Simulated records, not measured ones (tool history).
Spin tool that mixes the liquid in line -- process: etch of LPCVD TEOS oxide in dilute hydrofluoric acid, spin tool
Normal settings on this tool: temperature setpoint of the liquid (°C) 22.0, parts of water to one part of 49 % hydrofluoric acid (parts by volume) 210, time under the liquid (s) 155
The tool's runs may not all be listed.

run	hour	temperature setpoint of the liquid (°C)	parts of water to one part of 49 % hydrofluoric acid (parts by volume)	time under the liquid (s)	wafers since the last listed run	hours since the thermometer was replaced	hours since the hydrofluoric acid flow meter was replaced	hours since the gauge calibration	read-back film thickness of the LPCVD TEOS oxide reference wafer, read on the same gauge (nm)	thickness taken off the LPCVD TEOS oxide on a monitor wafer (Å)
1	0.0	19.5	145	155	0	2308.7	1789.1	34.9	90.02	227.3
2	11.0	19.5	145	155	48	2319.7	1800.1	45.9	90.00	227.5
3	28.4	19.5	145	155	76	2337.1	1817.5	63.3	90.00	227.7
4	38.3	22.0	210	155	43	2347.0	1827.4	73.2	90.00	158.5
5	70.2	22.0	210	155	139	2378.9	1859.3	105.1	89.99	159.4
6	76.5	22.0	210	155	27	2385.2	1865.6	111.4	89.99	159.2
7	86.1	20.0	275	155	41	2394.8	1875.2	121.0	90.00	105.7
8	132.6	20.0	275	155	203	2441.3	1921.7	167.5	90.00	105.8
9	173.3	22.0	210	155	177	2482.0	1962.4	208.2	89.99	157.7
10	179.7	22.0	210	155	27	2488.4	1968.8	214.6	90.00	159.0
11	197.7	22.0	210	155	78	2506.4	1986.8	232.6	90.00	158.5
12	211.5	22.0	210	90	60	2520.2	2000.6	246.4	89.99	92.4
# hour 218.3: hydrofluoric acid flow meter replaced
13	226.1	18.5	240	195	59	2534.8	7.8	261.0	90.01	173.1
# hour 234.3: gauge calibrated
14	236.3	22.0	305	80	44	2545.0	18.0	2.0	90.01	59.5
# hour 247.4: thermometer replaced
15	251.5	26.5	285	200	62	4.1	33.2	17.2	89.99	176.0
16	261.9	22.0	210	155	45	14.5	43.6	27.6	90.01	168.9
17	272.9	19.5	210	125	48	25.5	54.6	38.6	89.99	124.5
18	282.0	26.5	300	155	39	34.6	63.7	47.7	90.03	126.3
19	292.2	26.0	315	155	44	44.8	73.9	57.9	90.01	116.9
20	305.2	22.0	210	155	56	57.8	86.9	70.9	89.98	169.3
21	319.4	22.0	210	155	62	72.0	101.1	85.1	90.00	169.0
22	327.9	22.0	210	155	37	80.5	109.6	93.6	90.01	169.1
23	344.3	22.0	210	155	71	96.9	126.0	110.0	90.00	170.0
24	360.3	22.0	175	155	69	112.9	142.0	126.0	90.02	211.2
25	369.0	20.0	270	95	38	121.6	150.7	134.7	89.99	70.3
26	378.3	25.0	265	100	40	130.9	160.0	144.0	90.00	91.1
27	392.6	22.0	265	155	62	145.2	174.3	158.3	89.99	126.5
28	410.1	23.5	285	100	76	162.7	191.8	175.8	90.00	78.9
29	425.0	19.0	160	125	65	177.6	206.7	190.7	89.99	167.0
30	434.9	22.0	160	155	43	187.5	216.6	200.6	89.97	235.3
31	447.1	22.0	210	225	53	199.7	228.8	212.8	90.00	242.5
32	461.2	27.0	210	155	61	213.8	242.9	226.9	90.00	202.1
33	499.0	24.0	140	220	165	251.6	280.7	264.7	89.99	418.9

Table of differences, measured result less the result of that run with no hidden state. Run-to-run variation is the same in both. Gauge scatter possibly is not:
Hidden state present: liquid hotter than its thermometer reads (K); hydrofluoric acid flow below the setpoint (%); gauge reads high (%).
run	thickness taken off the LPCVD TEOS oxide on a monitor wafer (Å)
1	-10.4
2	-10.5
3	-10.8
4	-9.9
5	-10.3
6	-10.4
7	-7.6
8	-8.0
9	-11.1
10	-11.2
11	-11.4
12	-6.7
13	+13.9
14	+4.3
15	-0.2
16	+0.1
17	+0.1
18	-0.4
19	-0.5
20	-0.2
21	-0.3
22	-0.4
23	-0.5
24	-0.5
25	-0.3
26	-0.6
27	-0.8
28	-0.7
29	-0.6
30	-1.3
31	-1.7
32	-2.0
33	-3.2
